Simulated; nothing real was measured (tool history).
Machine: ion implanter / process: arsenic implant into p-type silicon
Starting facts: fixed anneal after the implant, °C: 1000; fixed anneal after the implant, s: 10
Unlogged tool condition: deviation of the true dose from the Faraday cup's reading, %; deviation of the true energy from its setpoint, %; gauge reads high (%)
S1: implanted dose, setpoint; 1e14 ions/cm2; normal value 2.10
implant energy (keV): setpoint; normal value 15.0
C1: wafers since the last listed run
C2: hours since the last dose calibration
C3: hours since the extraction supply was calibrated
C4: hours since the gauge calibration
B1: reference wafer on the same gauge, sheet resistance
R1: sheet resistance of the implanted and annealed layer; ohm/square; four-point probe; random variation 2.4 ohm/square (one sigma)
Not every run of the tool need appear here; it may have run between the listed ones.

{"run": 1, "hour": 0.0, "S1": 2.1, "implant energy (keV)": 15.0, "C1": 0, "C2": 1653.0, "C3": 4406.9, "C4": 1618.4, "B1": 468.0, "R1": 466.73}
{"run": 2, "hour": 43.9, "S1": 2.1, "implant energy (keV)": 15.0, "C1": 1052, "C2": 1696.9, "C3": 4450.8, "C4": 1662.3, "B1": 468.95, "R1": 462.33}
{"run": 3, "hour": 234.1, "S1": 2.1, "implant energy (keV)": 15.0, "C1": 4561, "C2": 1887.1, "C3": 4641.0, "C4": 1852.5, "B1": 468.77, "R1": 464.39}
{"run": 4, "hour": 258.4, "S1": 2.1, "implant energy (keV)": 17.5, "C1": 582, "C2": 1911.4, "C3": 4665.3, "C4": 1876.8, "B1": 467.82, "R1": 456.11}
{"run": 5, "hour": 313.1, "S1": 2.1, "implant energy (keV)": 17.5, "C1": 1311, "C2": 1966.1, "C3": 4720.0, "C4": 1931.5, "B1": 467.99, "R1": 452.27}
{"run": 6, "hour": 378.9, "S1": 2.1, "implant energy (keV)": 17.5, "C1": 1578, "C2": 2031.9, "C3": 4785.8, "C4": 1997.3, "B1": 468.29, "R1": 457.25}
{"run": 7, "hour": 434.3, "S1": 2.1, "implant energy (keV)": 15.0, "C1": 1328, "C2": 2087.3, "C3": 4841.2, "C4": 2052.7, "B1": 467.87, "R1": 465.79}
{"hour": 462.9, "done": "Faraday cup replaced and dose calibrated"}
{"run": 8, "hour": 483.2, "S1": 2.1, "implant energy (keV)": 15.0, "C1": 980, "C2": 20.3, "C3": 4890.1, "C4": 2101.6, "B1": 468.34, "R1": 440.2}
{"run": 9, "hour": 520.1, "S1": 2.1, "implant energy (keV)": 15.0, "C1": 884, "C2": 57.2, "C3": 4927.0, "C4": 2138.5, "B1": 467.77, "R1": 446.16}
{"run": 10, "hour": 590.6, "S1": 2.1, "implant energy (keV)": 15.0, "C1": 1690, "C2": 127.7, "C3": 4997.5, "C4": 2209.0, "B1": 468.19, "R1": 449.44}
{"run": 11, "hour": 655.9, "S1": 2.1, "implant energy (keV)": 15.0, "C1": 1566, "C2": 193.0, "C3": 5062.8, "C4": 2274.3, "B1": 468.3, "R1": 444.81}
{"run": 12, "hour": 720.6, "S1": 2.1, "implant energy (keV)": 15.0, "C1": 1551, "C2": 257.7, "C3": 5127.5, "C4": 2339.0, "B1": 467.27, "R1": 449.64}
{"run": 13, "hour": 757.1, "S1": 2.1, "implant energy (keV)": 15.0, "C1": 875, "C2": 294.2, "C3": 5164.0, "C4": 2375.5, "B1": 466.81, "R1": 452.23}
{"run": 14, "hour": 791.0, "S1": 2.59, "implant energy (keV)": 15.0, "C1": 813, "C2": 328.1, "C3": 5197.9, "C4": 2409.4, "B1": 468.82, "R1": 384.82}
{"run": 15, "hour": 858.6, "S1": 2.59, "implant energy (keV)": 15.0, "C1": 1621, "C2": 395.7, "C3": 5265.5, "C4": 2477.0, "B1": 467.01, "R1": 389.11}
{"run": 16, "hour": 913.8, "S1": 2.59, "implant energy (keV)": 15.0, "C1": 1323, "C2": 450.9, "C3": 5320.7, "C4": 2532.2, "B1": 467.59, "R1": 387.31}
{"run": 17, "hour": 960.4, "S1": 2.1, "implant energy (keV)": 15.0, "C1": 1117, "C2": 497.5, "C3": 5367.3, "C4": 2578.8, "B1": 468.36, "R1": 454.71}
{"run": 18, "hour": 994.6, "S1": 2.62, "implant energy (keV)": 11.5, "C1": 820, "C2": 531.7, "C3": 5401.5, "C4": 2613.0, "B1": 467.56, "R1": 394.73}
{"run": 19, "hour": 1061.0, "S1": 1.57, "implant energy (keV)": 12.5, "C1": 1592, "C2": 598.1, "C3": 5467.9, "C4": 2679.4, "B1": 467.91, "R1": 576.44}
{"hour": 1067.2, "done": "gauge calibrated"}
{"run": 20, "hour": 1095.6, "S1": 2.1, "implant energy (keV)": 15.0, "C1": 829, "C2": 632.7, "C3": 5502.5, "C4": 28.4, "B1": 468.78, "R1": 453.67}
{"run": 21, "hour": 1120.6, "S1": 2.7, "implant energy (keV)": 13.5, "C1": 599, "C2": 657.7, "C3": 5527.5, "C4": 53.4, "B1": 468.43, "R1": 379.72}
{"hour": 1149.2, "done": "extraction supply calibrated"}
{"run": 22, "hour": 1276.6, "S1": 2.1, "implant energy (keV)": 15.0, "C1": 3549, "C2": 813.7, "C3": 127.4, "C4": 209.4, "B1": 467.47, "R1": 453.28}
{"run": 23, "hour": 1319.5, "S1": 1.66, "implant energy (keV)": 12.0, "C1": 1028, "C2": 856.6, "C3": 170.3, "C4": 252.3, "B1": 467.41, "R1": 561.89}
{"run": 24, "hour": 1374.7, "S1": 1.7, "implant energy (keV)": 16.5, "C1": 1323, "C2": 911.8, "C3": 225.5, "C4": 307.5, "B1": 467.76, "R1": 528.03}
{"run": 25, "hour": 1422.7, "S1": 1.91, "implant energy (keV)": 11.0, "C1": 1151, "C2": 959.8, "C3": 273.5, "C4": 355.5, "B1": 468.55, "R1": 510.31}
{"run": 26, "hour": 1494.1, "S1": 1.78, "implant energy (keV)": 18.0, "C1": 1712, "C2": 1031.2, "C3": 344.9, "C4": 426.9, "B1": 468.55, "R1": 504.11}
{"run": 27, "hour": 1519.8, "S1": 1.8, "implant energy (keV)": 19.5, "C1": 616, "C2": 1056.9, "C3": 370.6, "C4": 452.6, "B1": 467.13, "R1": 497.11}
{"run": 28, "hour": 1558.1, "S1": 2.28, "implant energy (keV)": 12.5, "C1": 918, "C2": 1095.2, "C3": 408.9, "C4": 490.9, "B1": 467.53, "R1": 441.41}
{"run": 29, "hour": 1586.9, "S1": 1.49, "implant energy (keV)": 19.5, "C1": 690, "C2": 1124.0, "C3": 437.7, "C4": 519.7, "B1": 467.65, "R1": 565.18}
{"run": 30, "hour": 1634.6, "S1": 1.92, "implant energy (keV)": 17.0, "C1": 1143, "C2": 1171.7, "C3": 485.4, "C4": 567.4, "B1": 468.06, "R1": 482.37}
{"run": 31, "hour": 1705.4, "S1": 1.58, "implant energy (keV)": 18.0, "C1": 1697, "C2": 1242.5, "C3": 556.2, "C4": 638.2, "B1": 468.68, "R1": 547.87}
{"run": 32, "hour": 1775.4, "S1": 2.6, "implant energy (keV)": 19.5, "C1": 1678, "C2": 1312.5, "C3": 626.2, "C4": 708.2, "B1": 467.8, "R1": 376.09}
{"run": 33, "hour": 1840.5, "S1": 1.94, "implant energy (keV)": 16.5, "C1": 1561, "C2": 1377.6, "C3": 691.3, "C4": 773.3, "B1": 468.39, "R1": 484.27}
{"run": 34, "hour": 1872.6, "S1": 1.51, "implant energy (keV)": 17.5, "C1": 769, "C2": 1409.7, "C3": 723.4, "C4": 805.4, "B1": 467.97, "R1": 575.47}
{"run": 35, "hour": 1920.7, "S1": 2.68, "implant energy (keV)": 19.5, "C1": 1153, "C2": 1457.8, "C3": 771.5, "C4": 853.5, "B1": 468.33, "R1": 367.78}
{"run": 36, "hour": 1969.5, "S1": 1.7, "implant energy (keV)": 16.5, "C1": 1170, "C2": 1506.6, "C3": 820.3, "C4": 902.3, "B1": 467.99, "R1": 532.01}
{"run": 37, "hour": 1994.5, "S1": 1.91, "implant energy (keV)": 16.5, "C1": 599, "C2": 1531.6, "C3": 845.3, "C4": 927.3, "B1": 467.72, "R1": 488.93}

What was the tool's hidden state at every run in the log?
deviation of the true energy from its setpoint, %: 0, the same for each run
gauge reads high (%): 0, the same for each run
H1: deviation of the true dose from the Faraday cup's reading, %
run=1 H1=-4.79
run=2 H1=-4.81
run=3 H1=-4.91
run=4 H1=-4.92
run=5 H1=-4.94
run=6 H1=-4.97
run=7 H1=-4.99
run=8 H1=0.162
run=9 H1=-0.0869
run=10 H1=-0.527
run=11 H1=-0.896
run=12 H1=-1.23
run=13 H1=-1.4
run=14 H1=-1.55
run=15 H1=-1.84
run=16 H1=-2.05
run=17 H1=-2.22
run=18 H1=-2.33
run=19 H1=-2.54
run=20 H1=-2.64
run=21 H1=-2.71
run=22 H1=-3.08
run=23 H1=-3.17
run=24 H1=-3.28
run=25 H1=-3.37
run=26 H1=-3.48
run=27 H1=-3.52
run=28 H1=-3.58
run=29 H1=-3.62
run=30 H1=-3.68
run=31 H1=-3.77
run=32 H1=-3.84
run=33 H1=-3.91
run=34 H1=-3.94
run=35 H1=-3.98
run=36 H1=-4.02
run=37 H1=-4.04
